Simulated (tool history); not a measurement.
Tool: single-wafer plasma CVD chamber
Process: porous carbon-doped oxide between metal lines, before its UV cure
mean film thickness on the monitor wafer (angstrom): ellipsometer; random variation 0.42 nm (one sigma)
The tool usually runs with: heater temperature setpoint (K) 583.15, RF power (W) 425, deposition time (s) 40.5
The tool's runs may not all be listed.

run,hour,heater temperature setpoint (K),RF power (W),deposition time (s),"read-back reference wafer on the same gauge, thickness_nm",mean film thickness on the monitor wafer (angstrom)
1,0.0,583.15,425,40.5,167.966,1647.35
2,8.4,583.15,425,40.5,168.022,1639.87
3,22.9,583.15,425,40.5,167.983,1647.10
4,29.8,583.15,425,40.5,167.842,1644.29
5,38.0,583.15,425,36.0,167.832,1458.55
6,50.4,583.15,425,36.0,168.044,1463.20
7,61.2,583.15,425,43.5,168.092,1765.77
8,71.6,583.15,425,43.5,167.992,1758.25
9,79.4,583.15,425,43.5,167.907,1758.68
# hour 121.0: showerhead replaced
10,129.8,583.15,425,40.5,168.031,1631.65
11,142.2,583.15,425,40.5,167.951,1631.14
12,153.9,583.15,425,40.5,168.260,1631.22
# hour 161.9: RF generator calibrated
13,162.4,591.15,425,40.5,167.857,1700.79
14,175.8,591.15,425,40.5,168.005,1711.48
15,183.3,583.15,425,40.5,168.023,1771.12
# hour 190.1: gauge calibrated
16,191.5,578.15,425,40.5,168.101,1811.54
17,209.5,583.15,425,40.5,168.010,1768.75
18,218.0,578.15,375,38.3,168.016,1537.11
19,227.4,596.15,505,48.2,167.828,2254.58
20,233.9,597.15,340,45.2,168.006,1517.74
21,243.3,583.15,425,35.0,168.044,1536.78
22,255.2,583.15,425,40.5,167.933,1777.80
23,262.0,571.15,425,37.2,167.871,1725.85
# hour 276.3: thermocouple changed; heater temperature recalibrated
24,278.1,583.15,490,40.5,168.021,1981.30
25,291.2,593.15,475,46.5,167.993,2114.06
26,299.0,579.15,495,40.5,167.991,2029.23
27,316.8,583.15,425,43.5,168.063,1900.14
28,324.9,583.15,400,46.8,167.902,1937.15
29,336.2,583.15,425,40.5,168.164,1765.09
30,345.3,583.15,425,40.5,167.908,1765.18
31,360.8,583.15,425,40.5,167.895,1761.99
32,375.7,578.15,505,45.1,168.130,2294.51
33,390.0,597.15,425,40.5,167.889,1658.83

Some steps in mean film thickness on the monitor wafer (angstrom), run to run, broken into two amounts with sign: the step expected even without the hidden condition (settings, incoming material, random variation), and the rest, left for the hidden condition together with whatever gauge scatter is not in both the measured and the hidden-condition-free result:
Hidden state present: wafer temperature above the value expected at the setpoint (K); delivered RF power above the setpoint (%); gauge reads high (%).
Run 4 -> 5: deposition time (s) 40.5 -> 36.0. mean film thickness on the monitor wafer (angstrom) -185.74: hidden state +14.70, all else -200.44.
Run 6 -> 7: deposition time (s) 36.0 -> 43.5. mean film thickness on the monitor wafer (angstrom) +302.57: hidden state -25.55, all else +328.12.
Run 12 -> 13: heater temperature setpoint (K) 583.15 -> 591.15, RF generator calibrated. mean film thickness on the monitor wafer (angstrom) +69.57: hidden state +137.25, all else -67.68.
Run 18 -> 19: heater temperature setpoint (K) 578.15 -> 596.15, RF power (W) 375 -> 505, deposition time (s) 38.3 -> 48.2. mean film thickness on the monitor wafer (angstrom) +717.47: hidden state -1.63, all else +719.10.
Run 19 -> 20: heater temperature setpoint (K) 596.15 -> 597.15, RF power (W) 505 -> 340, deposition time (s) 48.2 -> 45.2. mean film thickness on the monitor wafer (angstrom) -736.84: hidden state +0.97, all else -737.81.
Run 32 -> 33: heater temperature setpoint (K) 578.15 -> 597.15, RF power (W) 505 -> 425, deposition time (s) 45.1 -> 40.5. mean film thickness on the monitor wafer (angstrom) -635.68: hidden state +1.69, all else -637.37.
